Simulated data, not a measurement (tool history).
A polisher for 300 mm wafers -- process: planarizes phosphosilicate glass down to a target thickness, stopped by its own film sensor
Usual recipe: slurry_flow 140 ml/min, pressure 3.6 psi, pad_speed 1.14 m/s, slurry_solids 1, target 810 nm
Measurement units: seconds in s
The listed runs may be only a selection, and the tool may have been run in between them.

run,hour,slurry_flow,pressure,pad_speed,slurry_solids,target,"incoming thickness of the incoming film, nm",seconds
1,0,140,3.6,1.14,1,810,1677.3,66.6
# hour 15: slurry blender recalibrated
2,19.1,140,3.6,1.44,1,810,1681.1,57
3,44.3,140,3.6,1.44,1,810,1666.2,56.7
# hour 65.5: head pressure recalibrated
4,72.3,140,2.8,1.14,1,1011,1668.8,68.6
5,85.2,140,2.8,1.14,1,1011,1684.3,67.5
6,103.9,140,3.6,1.14,0.8,982,1635.2,56.8
7,124.6,140,4.1,0.82,0.75,810,1660.3,85
# hour 155.4: worn pad replaced by a new one
8,155.9,140,3.6,1.14,1,810,1660.9,65.4
# hour 224.9: slurry blender recalibrated
9,235.4,140,3.6,1.48,1,965,1655.1,44.7
10,254.4,185,3.6,1.14,1,810,1654.6,61.8
11,274.1,110,4.1,0.8,1.15,810,1695.1,83.1
# hour 288.7: slurry nozzle cleaned
12,296.9,115,3.6,1.3,1,810,1665.7,68
13,313.2,140,3.6,1.14,1,1091,1669.9,48.8
# hour 338.9: worn pad replaced by a new one
14,345,140,3.6,1.14,0.9,810,1687.3,68.1
# hour 361.3: conditioning disc replaced and pad reconditioned
15,376.7,105,3.6,0.94,0.85,810,1695,89
# hour 392.4: slurry blender recalibrated
16,399.9,140,4.7,1.3,0.9,517,1656.4,61.5
17,424.5,110,4.3,0.88,1.3,810,1666.5,67.5
18,438.3,140,3.6,1.14,1,810,1644.7,65.8
19,457.8,140,3.2,1.14,1,810,1668.1,77.9
20,484.8,155,3.6,1.14,1,810,1682.5,68.4
21,502.4,140,3.6,1.14,1,810,1669.9,70.7
# hour 517.4: worn pad replaced by a new one
22,523.3,155,3.6,1.14,1,810,1675,61.9
23,546.1,140,3.6,1.14,1,810,1686.9,66.9
# hour 569.7: slurry blender recalibrated
24,571.9,140,4.1,1.02,1,810,1666,62.7
# hour 585.5: slurry nozzle cleaned
25,586,90,3.6,1.14,1.15,889,1683.3,66.1

Below are 4 alternative next runs, each starting from the tool's condition after run 25. Predict each:
A,586.4,140,3.6,1.14,1,810,1672.2,?
B,586.4,155,3.6,0.98,1,810,1672.2,?
C,586.4,115,3.6,1.14,1,1095,1672.2,?
D,586.4,140,4.9,0.76,1,534,1672.2,?

run,seconds
A,66.6
B,72.8
C,46.6
D,86.2
Had the tool no hidden state, the same runs would have come out as:
run,seconds
A,64.8
B,70.9
C,45.3
D,83.9

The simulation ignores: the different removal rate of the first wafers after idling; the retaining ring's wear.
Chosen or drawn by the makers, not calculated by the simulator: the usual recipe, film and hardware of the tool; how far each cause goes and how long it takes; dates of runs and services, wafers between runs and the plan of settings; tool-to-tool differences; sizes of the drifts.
